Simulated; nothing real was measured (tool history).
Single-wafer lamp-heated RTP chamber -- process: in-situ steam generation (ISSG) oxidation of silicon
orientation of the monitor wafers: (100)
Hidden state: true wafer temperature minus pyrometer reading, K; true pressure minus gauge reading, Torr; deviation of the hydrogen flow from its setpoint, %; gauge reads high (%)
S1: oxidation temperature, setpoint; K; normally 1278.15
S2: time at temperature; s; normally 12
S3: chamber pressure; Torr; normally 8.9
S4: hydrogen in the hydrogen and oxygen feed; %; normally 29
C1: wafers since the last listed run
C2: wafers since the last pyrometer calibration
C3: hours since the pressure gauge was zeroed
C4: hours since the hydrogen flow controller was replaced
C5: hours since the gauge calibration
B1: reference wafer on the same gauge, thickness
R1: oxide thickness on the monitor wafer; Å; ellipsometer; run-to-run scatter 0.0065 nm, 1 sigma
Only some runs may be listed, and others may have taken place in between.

run 1 hour=0.0 | S1=1278.15 S2=12 S3=7.9 S4=29 | C1=0 C2=6347 C3=1712.6 C4=3804.2 C5=244.8 | B1=3.659 | R1=44.60
run 2 hour=29.7 | S1=1278.15 S2=12 S3=7.9 S4=29 | C1=486 C2=6833 C3=1742.3 C4=3833.9 C5=274.5 | B1=3.659 | R1=44.79
-- hour=53.4 pyrometer window cleaned and pyrometer calibrated
run 3 hour=53.9 | S1=1278.15 S2=12 S3=8.9 S4=29 | C1=265 C2=8 C3=1766.5 C4=3858.1 C5=298.7 | B1=3.657 | R1=43.42
run 4 hour=84.5 | S1=1278.15 S2=12 S3=8.9 S4=29 | C1=501 C2=510 C3=1797.1 C4=3888.7 C5=329.3 | B1=3.659 | R1=43.55
run 5 hour=108.4 | S1=1278.15 S2=12 S3=8.9 S4=29 | C1=391 C2=901 C3=1821.0 C4=3912.6 C5=353.2 | B1=3.658 | R1=43.58
-- hour=120.8 gauge calibrated
run 6 hour=128.4 | S1=1278.15 S2=12 S3=8.9 S4=29 | C1=327 C2=1229 C3=1841.0 C4=3932.6 C5=7.6 | B1=3.661 | R1=43.69
run 7 hour=141.4 | S1=1278.15 S2=12 S3=8.9 S4=29 | C1=212 C2=1441 C3=1854.0 C4=3945.6 C5=20.6 | B1=3.663 | R1=43.78
run 8 hour=163.2 | S1=1278.15 S2=12 S3=8.9 S4=29 | C1=357 C2=1799 C3=1875.8 C4=3967.4 C5=42.4 | B1=3.660 | R1=43.68
run 9 hour=187.8 | S1=1278.15 S2=12 S3=8.9 S4=29 | C1=402 C2=2201 C3=1900.4 C4=3992.0 C5=67.0 | B1=3.662 | R1=43.77
run 10 hour=206.9 | S1=1278.15 S2=12 S3=8.9 S4=29 | C1=312 C2=2514 C3=1919.5 C4=4011.1 C5=86.1 | B1=3.659 | R1=43.75
run 11 hour=222.1 | S1=1278.15 S2=12 S3=8.9 S4=29 | C1=248 C2=2763 C3=1934.7 C4=4026.3 C5=101.3 | B1=3.660 | R1=43.80
run 12 hour=253.3 | S1=1278.15 S2=10 S3=10.1 S4=29 | C1=510 C2=3274 C3=1965.9 C4=4057.5 C5=132.5 | B1=3.658 | R1=39.49
run 13 hour=277.5 | S1=1278.15 S2=8 S3=8.9 S4=29 | C1=396 C2=3670 C3=1990.1 C4=4081.7 C5=156.7 | B1=3.662 | R1=36.99
-- hour=297.2 pressure gauge zeroed
run 14 hour=301.0 | S1=1278.15 S2=14 S3=8.9 S4=29 | C1=253 C2=3924 C3=3.8 C4=4105.2 C5=180.2 | B1=3.660 | R1=46.95
run 15 hour=334.6 | S1=1272.15 S2=17 S3=8.2 S4=29 | C1=550 C2=4475 C3=37.4 C4=4138.8 C5=213.8 | B1=3.659 | R1=50.38
run 16 hour=370.1 | S1=1278.15 S2=12 S3=8.9 S4=29 | C1=581 C2=5056 C3=72.9 C4=4174.3 C5=249.3 | B1=3.658 | R1=43.96
run 17 hour=403.9 | S1=1278.15 S2=12 S3=8.9 S4=20 | C1=553 C2=5610 C3=106.7 C4=4208.1 C5=283.1 | B1=3.660 | R1=40.07
run 18 hour=425.1 | S1=1278.15 S2=12 S3=8.9 S4=23 | C1=347 C2=5957 C3=127.9 C4=4229.3 C5=304.3 | B1=3.659 | R1=41.47
-- hour=428.5 gauge calibrated
-- hour=437.9 hydrogen flow controller replaced
-- hour=443.4 pyrometer window cleaned and pyrometer calibrated
run 19 hour=454.7 | S1=1260.15 S2=12 S3=8.9 S4=29 | C1=264 C2=185 C3=157.5 C4=16.8 C5=26.2 | B1=3.659 | R1=40.94
run 20 hour=473.6 | S1=1272.15 S2=17 S3=8.2 S4=29 | C1=309 C2=495 C3=176.4 C4=35.7 C5=45.1 | B1=3.657 | R1=50.01
run 21 hour=489.9 | S1=1297.15 S2=12 S3=8.2 S4=29 | C1=266 C2=762 C3=192.7 C4=52.0 C5=61.4 | B1=3.659 | R1=47.38
run 22 hour=507.2 | S1=1278.15 S2=12 S3=8.9 S4=32 | C1=283 C2=1045 C3=210.0 C4=69.3 C5=78.7 | B1=3.660 | R1=44.80
run 23 hour=541.8 | S1=1259.15 S2=15 S3=8.3 S4=29 | C1=566 C2=1612 C3=244.6 C4=103.9 C5=113.3 | B1=3.659 | R1=45.15
run 24 hour=568.5 | S1=1278.15 S2=12 S3=7.9 S4=29 | C1=437 C2=2049 C3=271.3 C4=130.6 C5=140.0 | B1=3.663 | R1=44.16
run 25 hour=588.2 | S1=1278.15 S2=12 S3=8.9 S4=29 | C1=322 C2=2372 C3=291.0 C4=150.3 C5=159.7 | B1=3.661 | R1=43.65

Consider 4 possible next runs. They are alternatives, not a sequence: every one starts from the tool as it was left by run 25. What does each give?
run A hour=588.6 | S1=1278.15 S2=12 S3=9.7 S4=29 | C1=6 C2=2378 C3=291.4 C4=150.7 C5=160.1 | B1=? | R1=?
run B hour=588.6 | S1=1278.15 S2=12 S3=10.2 S4=23 | C1=6 C2=2378 C3=291.4 C4=150.7 C5=160.1 | B1=? | R1=?
run C hour=588.6 | S1=1278.15 S2=16 S3=8.9 S4=29 | C1=6 C2=2378 C3=291.4 C4=150.7 C5=160.1 | B1=? | R1=?
run D hour=588.6 | S1=1293.15 S2=11 S3=8.9 S4=29 | C1=6 C2=2378 C3=291.4 C4=150.7 C5=160.1 | B1=? | R1=?

run=A B1=3.659 R1=43.03
run=B B1=3.659 R1=40.25
run=C B1=3.659 R1=49.57
run=D B1=3.659 R1=44.55
Stripped of hidden state, with their random variation kept, the same runs would have yielded:
run=A R1=42.79
run=B R1=40.03
run=C R1=49.27
run=D R1=44.29

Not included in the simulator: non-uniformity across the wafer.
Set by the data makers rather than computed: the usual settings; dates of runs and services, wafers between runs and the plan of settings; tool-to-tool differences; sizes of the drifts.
